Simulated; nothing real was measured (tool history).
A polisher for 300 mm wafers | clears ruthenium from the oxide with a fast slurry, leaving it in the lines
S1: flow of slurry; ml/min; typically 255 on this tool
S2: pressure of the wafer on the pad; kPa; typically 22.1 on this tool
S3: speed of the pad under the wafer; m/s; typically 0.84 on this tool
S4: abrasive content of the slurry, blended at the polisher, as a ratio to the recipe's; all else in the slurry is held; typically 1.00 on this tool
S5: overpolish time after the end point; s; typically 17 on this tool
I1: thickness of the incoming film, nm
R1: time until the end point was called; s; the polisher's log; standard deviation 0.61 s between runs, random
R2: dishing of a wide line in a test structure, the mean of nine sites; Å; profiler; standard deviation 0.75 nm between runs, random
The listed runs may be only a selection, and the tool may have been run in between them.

run,hour,S1,S2,S3,S4,S5,I1,R1,R2
1,0.0,255,22.1,1.02,1.00,17,197.9,52.4,595
# hour 45.8: slurry blender recalibrated
# hour 68.8: worn pad replaced by a new one
# hour 68.9: slurry nozzle cleaned
2,69.3,255,22.1,1.02,1.00,17,199.0,51.5,605
3,120.8,255,22.1,0.84,1.00,17,198.3,62.8,502
4,174.3,255,22.1,0.84,1.00,17,197.5,64.4,500
5,205.0,255,22.1,0.84,1.00,17,198.5,67.7,490
# hour 267.8: slurry nozzle cleaned
# hour 273.3: worn pad replaced by a new one
6,276.3,255,22.1,0.84,1.00,17,199.1,64.0,505
7,328.3,255,22.1,0.84,1.00,17,196.4,64.2,495
# hour 341.2: slurry blender recalibrated
# hour 356.6: head pressure recalibrated
8,378.1,255,22.1,0.84,1.00,17,200.9,58.5,546
9,418.9,255,22.1,0.84,1.00,17,198.2,60.3,529
10,453.6,205,22.1,0.94,0.75,17,201.1,64.8,486
# hour 472.2: slurry nozzle cleaned
# hour 480.2: worn pad replaced by a new one
11,520.7,215,17.2,0.68,1.00,17,198.0,89.9,381
12,554.1,295,25.5,1.10,1.00,17,202.0,39.5,750
13,611.2,255,26.9,0.84,1.00,17,200.6,51.6,607
# hour 621.2: slurry blender recalibrated
14,670.8,255,22.1,0.84,1.00,17,200.8,65.6,484
# hour 686.4: worn pad replaced by a new one
# hour 691.9: slurry nozzle cleaned
15,740.7,255,22.1,0.64,1.25,17,198.7,71.7,454
16,779.9,255,14.5,0.84,1.00,25,195.6,85.3,534
17,845.8,255,22.1,0.84,1.00,17,201.4,66.0,501
18,878.9,255,26.9,0.84,0.90,9,199.9,58.4,306
# hour 885.6: worn pad replaced by a new one
# hour 887.4: slurry nozzle cleaned
# hour 918.0: slurry blender recalibrated
19,926.2,255,22.1,0.84,1.00,17,198.8,59.6,522

Consider 4 possible next runs. They are alternatives, not a sequence: every one starts from the tool as it was left by run 19. What does each give?
A,926.6,255,22.1,0.84,1.00,20,199.5,?,?
B,926.6,170,22.1,0.68,0.90,17,199.5,?,?
C,926.6,255,19.3,0.56,1.00,17,199.5,?,?
D,926.6,215,22.1,0.84,1.00,26,199.5,?,?

run,R1,R2
A,60.1,594
B,80.6,407
C,101.4,333
D,61.1,717
Stripped of hidden state, with their random variation kept, the same runs would have yielded:
run,R1,R2
A,55.8,630
B,74.8,434
C,94.2,356
D,56.7,757
